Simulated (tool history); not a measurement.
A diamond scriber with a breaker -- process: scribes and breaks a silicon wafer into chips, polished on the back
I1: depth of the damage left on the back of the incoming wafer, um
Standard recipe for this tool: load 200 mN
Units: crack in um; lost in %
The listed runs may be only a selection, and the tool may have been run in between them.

{"run": 1, "hour": 0.0, "load": 200, "I1": 0.04, "crack": 7.99, "lost": 5.19}
{"run": 2, "hour": 18.8, "load": 200, "I1": 0.03, "crack": 7.78, "lost": 5.7}
{"run": 3, "hour": 49.1, "load": 200, "I1": 0.01, "crack": 7.88, "lost": 5.6}
{"run": 4, "hour": 76.6, "load": 200, "I1": 0.02, "crack": 7.93, "lost": 4.98}
{"run": 5, "hour": 93.4, "load": 200, "I1": 0.03, "crack": 7.84, "lost": 5.73}
{"run": 6, "hour": 114.0, "load": 200, "I1": 0.05, "crack": 7.74, "lost": 5.58}
{"run": 7, "hour": 132.7, "load": 200, "I1": 0.03, "crack": 7.69, "lost": 6.64}
{"run": 8, "hour": 155.0, "load": 159, "I1": 0.04, "crack": 6.73, "lost": 17.4}
{"run": 9, "hour": 168.3, "load": 159, "I1": 0.03, "crack": 6.68, "lost": 17.97}
{"run": 10, "hour": 203.1, "load": 159, "I1": 0.02, "crack": 6.72, "lost": 21.28}
{"run": 11, "hour": 226.8, "load": 200, "I1": 0.01, "crack": 7.54, "lost": 8.99}
{"run": 12, "hour": 238.8, "load": 228, "I1": 0.03, "crack": 8.05, "lost": 3.72}
{"run": 13, "hour": 272.8, "load": 241, "I1": 0.05, "crack": 8.21, "lost": 2.74}
{"run": 14, "hour": 288.8, "load": 200, "I1": 0.04, "crack": 7.36, "lost": 9.93}

Run 15 has not been measured yet. What should we expect?
{"run": 15, "hour": 323.3, "load": 244, "I1": 0.03, "crack": "?", "lost": "?"}

crack: 8.13 um
lost: 3.23 %
On a tool with no hidden condition, and with the same random variation, this run would have come out at crack 9.88 um, lost 4.10 %.
